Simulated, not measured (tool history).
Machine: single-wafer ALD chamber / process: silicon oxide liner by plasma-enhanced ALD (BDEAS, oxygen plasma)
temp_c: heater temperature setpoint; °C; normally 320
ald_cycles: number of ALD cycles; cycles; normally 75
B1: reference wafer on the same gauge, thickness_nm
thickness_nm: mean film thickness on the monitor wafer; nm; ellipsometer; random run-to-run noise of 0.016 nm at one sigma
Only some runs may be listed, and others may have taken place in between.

Run 1, hour 0.0: usual settings but temp_c 312 °C; B1 7.312. Result: thickness_nm 6.629 nm.
Run 2, hour 9.8: usual settings but temp_c 312 °C; B1 7.314. Result: thickness_nm 6.629 nm.
Run 3, hour 23.9: usual settings but temp_c 312 °C; B1 7.309. Result: thickness_nm 6.619 nm.
Run 4, hour 36.6: usual settings; B1 7.307. Result: thickness_nm 6.579 nm.
Run 5, hour 47.4: usual settings; B1 7.310. Result: thickness_nm 6.574 nm.
Run 6, hour 55.2: usual settings but ald_cycles 65 cycles; B1 7.309. Result: thickness_nm 5.712 nm.
Run 7, hour 72.7: usual settings but ald_cycles 65 cycles; B1 7.313. Result: thickness_nm 5.681 nm.
Run 8, hour 79.1: usual settings; B1 7.311. Result: thickness_nm 6.558 nm.
Run 9, hour 95.5: usual settings; B1 7.309. Result: thickness_nm 6.589 nm.
At hour 124.0: gauge calibrated.
Run 10, hour 140.2: usual settings; B1 7.310. Result: thickness_nm 6.599 nm.
Run 11, hour 148.7: usual settings but temp_c 327 °C; B1 7.310. Result: thickness_nm 6.487 nm.
Run 12, hour 165.3: usual settings but temp_c 327 °C; B1 7.310. Result: thickness_nm 6.514 nm.
Run 13, hour 181.6: usual settings but temp_c 327 °C; B1 7.308. Result: thickness_nm 6.525 nm.
Run 14, hour 194.3: usual settings but temp_c 327 °C, ald_cycles 71 cycles; B1 7.313. Result: thickness_nm 6.169 nm.
Run 15, hour 205.8: usual settings but temp_c 327 °C, ald_cycles 71 cycles; B1 7.312. Result: thickness_nm 6.185 nm.
Run 16, hour 214.4: usual settings but temp_c 330 °C; B1 7.309. Result: thickness_nm 6.478 nm.
Run 17, hour 228.8: usual settings; B1 7.311. Result: thickness_nm 6.572 nm.
At hour 241.7: thermocouple changed; heater temperature recalibrated.
Run 18, hour 244.9: usual settings; B1 7.312. Result: thickness_nm 6.562 nm.
Run 19, hour 254.7: usual settings but temp_c 311 °C; B1 7.312. Result: thickness_nm 6.662 nm.
Run 20, hour 293.8: usual settings; B1 7.310. Result: thickness_nm 6.557 nm.
Run 21, hour 304.5: usual settings but temp_c 311 °C, ald_cycles 64 cycles; B1 7.309. Result: thickness_nm 5.664 nm.
Run 22, hour 315.4: usual settings but temp_c 307 °C; B1 7.309. Result: thickness_nm 6.651 nm.
Run 23, hour 367.1: usual settings; B1 7.309. Result: thickness_nm 6.565 nm.
Run 24, hour 382.0: usual settings but temp_c 331 °C; B1 7.308. Result: thickness_nm 6.488 nm.
Run 25, hour 398.9: usual settings but temp_c 326 °C, ald_cycles 65 cycles; B1 7.310. Result: thickness_nm 5.657 nm.
At hour 403.3: gauge calibrated.
Run 26, hour 415.7: usual settings but temp_c 327 °C, ald_cycles 64 cycles; B1 7.305. Result: thickness_nm 5.592 nm.
Run 27, hour 423.7: usual settings but temp_c 314 °C; B1 7.310. Result: thickness_nm 6.602 nm.
Run 28, hour 437.2: usual settings but temp_c 306 °C, ald_cycles 82 cycles; B1 7.311. Result: thickness_nm 7.337 nm.
Run 29, hour 450.1: usual settings but ald_cycles 60 cycles; B1 7.310. Result: thickness_nm 5.255 nm.
Run 30, hour 464.3: usual settings; B1 7.314. Result: thickness_nm 6.540 nm.
Run 31, hour 476.5: usual settings but temp_c 327 °C; B1 7.311. Result: thickness_nm 6.538 nm.
Run 32, hour 485.8: usual settings but temp_c 310 °C, ald_cycles 86 cycles; B1 7.309. Result: thickness_nm 7.592 nm.
Run 33, hour 494.9: usual settings but temp_c 330 °C, ald_cycles 89 cycles; B1 7.310. Result: thickness_nm 7.729 nm.
Run 34, hour 501.3: usual settings; B1 7.309. Result: thickness_nm 6.600 nm.
Run 35, hour 515.1: usual settings but temp_c 316 °C; B1 7.311. Result: thickness_nm 6.596 nm.
Run 36, hour 532.0: usual settings but temp_c 312 °C, ald_cycles 67 cycles; B1 7.306. Result: thickness_nm 5.918 nm.
Run 37, hour 543.3: usual settings but temp_c 316 °C; B1 7.312. Result: thickness_nm 6.589 nm.

Consider 3 possible next runs. They are alternatives, not a sequence: every one starts from the tool as it was left by run 37. What does each give?
Run A, hour 543.8: usual settings but ald_cycles 85 cycles; B1 ?. Result: thickness_nm ?.
Run B, hour 543.8: usual settings but ald_cycles 69 cycles; B1 ?. Result: thickness_nm ?.
Run C, hour 543.8: usual settings but ald_cycles 61 cycles; B1 ?. Result: thickness_nm ?.

run     B1  thickness_nm
  A  7.308         7.459
  B  7.308         6.055
  C  7.308         5.353
What these runs would have given with no unlogged condition in the tool:
run  thickness_nm
  A         7.459
  B         6.055
  C         5.353
